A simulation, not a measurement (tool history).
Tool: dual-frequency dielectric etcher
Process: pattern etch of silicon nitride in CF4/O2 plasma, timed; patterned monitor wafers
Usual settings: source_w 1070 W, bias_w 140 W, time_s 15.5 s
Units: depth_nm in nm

run   hour  source_w  bias_w  time_s  read-back reference wafer on the same gauge, depth_nm  depth_nm
  1    0.0      1070     140    15.5                                                   65.1      55.9
  2   14.0      1070     140    15.5                                                   65.1      55.7
  3   40.9      1070     140    15.5                                                   65.1      56.1
  4   86.6      1070     140    15.5                                                   65.1      55.1
  5   99.0      1070     140    15.5                                                   65.1      55.2
     134.4  -- upper electrode replaced
  6  134.9      1070     140    15.5                                                   65.1      55.3
  7  158.0       800     107    12.0                                                   65.1      30.5
     166.3  -- source power generator calibrated
  8  182.2       800     107    12.0                                                   65.1      30.5
  9  197.0      1190     140    15.5                                                   65.1      59.3
     205.9  -- gauge calibrated
 10  213.5      1070     130    12.5                                                   65.1      42.8
 11  232.7       960     172    11.5                                                   65.1      41.6
 12  263.9      1070     140    15.5                                                   65.1      54.6
     300.0  -- wet clean of the chamber
 13  300.5      1230     140    15.5                                                   65.2      63.1
 14  302.7       850     140    18.0                                                   65.1      56.3
 15  327.4      1070     140    15.5                                                   65.1      57.3
 16  351.1      1070     140    15.5                                                   65.1      56.7
 17  368.1      1210     140    15.5                                                   65.1      62.2
 18  397.9      1070     110    15.5                                                   65.1      50.3
 19  416.6       800     129    20.0                                                   65.1      57.0
 20  499.8      1190     140    15.5                                                   65.1      60.4
 21  516.0       930     163    16.5                                                   65.1      58.2
 22  539.8      1070     140    15.5                                                   65.1      56.0
 23  574.2      1160     123    12.0                                                   65.1      43.1
 24  609.5       920     140    14.0                                                   65.1      44.7
 25  630.5      1070     140    15.5                                                   65.1      55.5
 26  645.3      1070     140    15.5                                                   65.1      55.4
 27  660.0       910     150    12.0                                                   65.1      39.3
 28  672.1       860     154    12.0                                                   65.1      38.2
 29  698.5       850     140    15.5                                                   65.0      46.6

Some steps in depth_nm between neighbouring runs. How much of each would the tool show without its hidden state too (settings, what came in, random variation), and how much is left for the hidden state, with any gauge scatter that isn't in both results?
The hidden state here: etch rate over this chamber's usual, %; source power that arrives over what is set, %; bias power that arrives over what is set, %; gauge reads high (%).
Run 6 -> 7: source_w 1070 -> 800, bias_w 140 -> 107, time_s 15.5 -> 12.0. depth_nm -24.8 nm: hidden state +0.7, all else -25.5.
Run 8 -> 9: source_w 800 -> 1190, bias_w 107 -> 140, time_s 12.0 -> 15.5. depth_nm +28.8 nm: hidden state -1.1, all else +29.9.
Run 12 -> 13: source_w 1070 -> 1230, wet clean of the chamber. depth_nm +8.5 nm: hidden state +2.0, all else +6.5.

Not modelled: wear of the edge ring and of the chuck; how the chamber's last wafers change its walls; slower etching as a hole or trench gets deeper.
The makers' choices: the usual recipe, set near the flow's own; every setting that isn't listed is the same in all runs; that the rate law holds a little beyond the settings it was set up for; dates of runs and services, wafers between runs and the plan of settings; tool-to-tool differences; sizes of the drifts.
